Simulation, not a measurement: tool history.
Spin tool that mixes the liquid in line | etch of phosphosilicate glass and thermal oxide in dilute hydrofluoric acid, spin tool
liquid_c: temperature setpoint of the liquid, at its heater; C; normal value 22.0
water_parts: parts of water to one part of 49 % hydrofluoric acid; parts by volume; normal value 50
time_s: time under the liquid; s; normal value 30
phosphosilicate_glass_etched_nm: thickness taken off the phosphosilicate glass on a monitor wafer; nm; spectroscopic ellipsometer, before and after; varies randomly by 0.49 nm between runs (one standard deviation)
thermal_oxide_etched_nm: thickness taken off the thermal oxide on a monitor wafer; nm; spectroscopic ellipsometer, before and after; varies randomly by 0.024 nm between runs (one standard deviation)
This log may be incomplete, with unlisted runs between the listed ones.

run	hour	liquid_c	water_parts	time_s	read-back film thickness of the phosphosilicate glass reference wafer, read on the same gauge (nm)	read-back film thickness of the thermal oxide reference wafer, read on the same gauge (nm)	phosphosilicate_glass_etched_nm	thermal_oxide_etched_nm
1	0.0	22.0	50	30	60.00	30.023	66.76	2.649
2	26.9	19.5	50	30	60.03	30.007	60.33	2.383
3	56.8	22.0	50	30	60.01	29.966	67.02	2.658
4	69.6	22.0	50	30	60.00	29.980	66.85	2.662
5	87.8	22.0	50	30	60.01	30.024	66.77	2.620
6	112.6	22.0	30	30	60.02	30.042	114.99	4.492
7	128.0	22.0	30	30	59.99	29.980	114.94	4.413
# hour 144.0: gauge calibrated
8	146.8	22.0	30	30	60.00	30.014	114.39	4.501
9	176.7	22.0	35	20	60.02	29.973	64.60	2.524
10	204.8	22.0	35	20	59.97	30.034	63.74	2.537
11	223.2	22.0	50	30	60.01	30.000	65.43	2.571
12	247.7	22.0	50	20	59.99	29.997	43.42	1.729
13	261.3	21.0	50	15	59.99	29.978	31.18	1.245
14	290.0	22.0	50	30	59.96	29.997	65.61	2.549
15	316.8	22.0	50	30	60.04	30.026	64.27	2.556
16	338.3	22.0	65	30	60.06	30.000	48.97	1.929
17	361.8	22.0	50	25	60.02	30.000	53.43	2.132
18	380.8	18.0	35	15	60.00	29.988	39.37	1.525
19	445.7	22.0	60	25	59.96	29.975	43.74	1.740
# hour 473.7: hydrofluoric acid flow meter replaced
# hour 475.3: thermometer replaced
20	475.8	19.0	70	25	60.02	29.994	36.35	1.433
21	499.2	24.0	75	45	60.01	30.007	74.08	2.905
22	532.7	19.5	65	30	59.98	29.996	47.37	1.908
23	565.0	22.0	50	30	60.02	29.986	69.16	2.743
# hour 643.1: gauge calibrated
24	665.5	22.0	50	15	59.97	29.980	34.32	1.341
25	695.6	26.5	75	40	59.99	30.003	69.97	2.841
26	762.6	20.0	50	30	60.00	29.977	62.13	2.433
27	834.0	22.0	30	15	59.98	29.984	57.89	2.230

Some steps in phosphosilicate_glass_etched_nm, run to run, broken into two amounts with sign: the step expected even without the hidden condition (settings, incoming material, random variation), and the rest, left for the hidden condition together with whatever gauge scatter is not in both the measured and the hidden-condition-free result:
What the log doesn't record here: liquid hotter than its thermometer reads (K); hydrofluoric acid flow below the setpoint (%); gauge reads high (%).
Run 5 -> 6: water_parts 50 -> 30. phosphosilicate_glass_etched_nm +48.22 nm: hidden state -3.00, all else +51.22.
Run 8 -> 9: water_parts 30 -> 35, time_s 30 -> 20. phosphosilicate_glass_etched_nm -49.79 nm: hidden state +2.89, all else -52.68.
Run 13 -> 14: liquid_c 21.0 -> 22.0, time_s 15 -> 30. phosphosilicate_glass_etched_nm +34.43 nm: hidden state -3.14, all else +37.57.
Run 19 -> 20: liquid_c 22.0 -> 19.0, water_parts 60 -> 70, hydrofluoric acid flow meter replaced, thermometer replaced. phosphosilicate_glass_etched_nm -7.39 nm: hidden state +4.92, all else -12.31.
